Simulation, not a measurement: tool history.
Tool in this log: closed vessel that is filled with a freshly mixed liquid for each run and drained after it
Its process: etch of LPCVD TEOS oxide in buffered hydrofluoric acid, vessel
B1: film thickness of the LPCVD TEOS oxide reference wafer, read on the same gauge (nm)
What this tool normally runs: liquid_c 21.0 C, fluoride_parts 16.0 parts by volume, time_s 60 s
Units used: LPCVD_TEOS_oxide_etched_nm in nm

Run 1, day 0.000: usual settings but liquid_c 24.0 C; B1 29.97. Result: LPCVD_TEOS_oxide_etched_nm 77.41 nm.
At day 0.233: hydrofluoric acid flow meter replaced.
Run 2, day 3.054: usual settings but liquid_c 24.0 C; B1 30.01. Result: LPCVD_TEOS_oxide_etched_nm 80.02 nm.
Run 3, day 4.750: usual settings; B1 29.98. Result: LPCVD_TEOS_oxide_etched_nm 67.65 nm.
Run 4, day 9.029: usual settings; B1 30.01. Result: LPCVD_TEOS_oxide_etched_nm 67.59 nm.
Run 5, day 11.788: usual settings; B1 30.01. Result: LPCVD_TEOS_oxide_etched_nm 67.61 nm.
Run 6, day 13.500: usual settings; B1 30.05. Result: LPCVD_TEOS_oxide_etched_nm 67.48 nm.
Run 7, day 15.442: usual settings; B1 30.01. Result: LPCVD_TEOS_oxide_etched_nm 67.24 nm.
Run 8, day 17.912: usual settings; B1 29.99. Result: LPCVD_TEOS_oxide_etched_nm 67.10 nm.
Run 9, day 20.496: usual settings; B1 30.00. Result: LPCVD_TEOS_oxide_etched_nm 67.26 nm.
Run 10, day 24.100: usual settings; B1 29.97. Result: LPCVD_TEOS_oxide_etched_nm 66.79 nm.
Run 11, day 26.121: usual settings; B1 29.96. Result: LPCVD_TEOS_oxide_etched_nm 66.44 nm.
Run 12, day 30.300: usual settings but liquid_c 18.5 C; B1 29.99. Result: LPCVD_TEOS_oxide_etched_nm 57.44 nm.
Run 13, day 34.179: usual settings but liquid_c 18.5 C; B1 30.01. Result: LPCVD_TEOS_oxide_etched_nm 57.25 nm.
Run 14, day 36.229: usual settings but fluoride_parts 19.5 parts by volume; B1 29.99. Result: LPCVD_TEOS_oxide_etched_nm 54.14 nm.
At day 37.483: hydrofluoric acid flow meter replaced.
Run 15, day 39.638: usual settings but liquid_c 26.0 C, fluoride_parts 18.5 parts by volume; B1 30.00. Result: LPCVD_TEOS_oxide_etched_nm 77.42 nm.
Run 16, day 43.046: usual settings but liquid_c 23.5 C, fluoride_parts 20.0 parts by volume, time_s 30 s; B1 30.00. Result: LPCVD_TEOS_oxide_etched_nm 31.33 nm.
Run 17, day 46.500: usual settings but liquid_c 22.5 C, fluoride_parts 18.0 parts by volume; B1 30.02. Result: LPCVD_TEOS_oxide_etched_nm 65.60 nm.
Run 18, day 49.050: usual settings but liquid_c 23.0 C; B1 30.01. Result: LPCVD_TEOS_oxide_etched_nm 75.25 nm.
Run 19, day 52.967: usual settings; B1 30.00. Result: LPCVD_TEOS_oxide_etched_nm 67.34 nm.
Run 20, day 55.617: usual settings but liquid_c 19.0 C, fluoride_parts 18.5 parts by volume, time_s 45 s; B1 30.02. Result: LPCVD_TEOS_oxide_etched_nm 38.96 nm.
Run 21, day 59.912: usual settings; B1 29.99. Result: LPCVD_TEOS_oxide_etched_nm 66.56 nm.
Run 22, day 63.808: usual settings but liquid_c 25.5 C, fluoride_parts 21.0 parts by volume, time_s 80 s; B1 30.01. Result: LPCVD_TEOS_oxide_etched_nm 89.01 nm.
Run 23, day 67.071: usual settings; B1 30.01. Result: LPCVD_TEOS_oxide_etched_nm 66.46 nm.
At day 68.142: gauge calibrated.
Run 24, day 70.117: usual settings; B1 30.02. Result: LPCVD_TEOS_oxide_etched_nm 66.35 nm.
At day 70.542: thermometer replaced.
At day 72.979: hydrofluoric acid flow meter replaced.
Run 25, day 73.271: usual settings but liquid_c 25.0 C, fluoride_parts 22.0 parts by volume; B1 30.03. Result: LPCVD_TEOS_oxide_etched_nm 64.07 nm.
Run 26, day 77.575: usual settings but liquid_c 26.0 C; B1 29.96. Result: LPCVD_TEOS_oxide_etched_nm 88.61 nm.
Run 27, day 81.867: usual settings; B1 30.00. Result: LPCVD_TEOS_oxide_etched_nm 66.98 nm.
Run 28, day 86.333: usual settings but liquid_c 25.5 C, fluoride_parts 19.0 parts by volume, time_s 50 s; B1 29.99. Result: LPCVD_TEOS_oxide_etched_nm 60.30 nm.
Run 29, day 90.404: usual settings; B1 29.99. Result: LPCVD_TEOS_oxide_etched_nm 67.02 nm.
Run 30, day 93.317: usual settings; B1 30.01. Result: LPCVD_TEOS_oxide_etched_nm 66.61 nm.
Run 31, day 101.583: usual settings but liquid_c 18.5 C, fluoride_parts 20.5 parts by volume; B1 29.95. Result: LPCVD_TEOS_oxide_etched_nm 45.87 nm.
Run 32, day 103.762: usual settings but fluoride_parts 14.0 parts by volume, time_s 85 s; B1 30.01. Result: LPCVD_TEOS_oxide_etched_nm 106.85 nm.
Run 33, day 110.238: usual settings but time_s 85 s; B1 29.97. Result: LPCVD_TEOS_oxide_etched_nm 92.97 nm.

4 options for the next run, each taken on its own from the tool as it stands now. Forecast them:
Run A, day 110.267: usual settings but liquid_c 19.0 C; B1 ?. Result: LPCVD_TEOS_oxide_etched_nm ?.
Run B, day 110.267: usual settings but liquid_c 17.0 C; B1 ?. Result: LPCVD_TEOS_oxide_etched_nm ?.
Run C, day 110.267: usual settings but liquid_c 22.5 C, time_s 50 s; B1 ?. Result: LPCVD_TEOS_oxide_etched_nm ?.
Run D, day 110.267: usual settings but liquid_c 19.5 C, time_s 40 s; B1 ?. Result: LPCVD_TEOS_oxide_etched_nm ?.

run     B1  LPCVD_TEOS_oxide_etched_nm
  A  29.98                       58.48
  B  29.98                       52.20
  C  29.98                       59.25
  D  29.98                       40.10
Without the tool's hidden state the same runs would have given:
run  LPCVD_TEOS_oxide_etched_nm
  A                       60.96
  B                       54.41
  C                       61.76
  D                       41.80
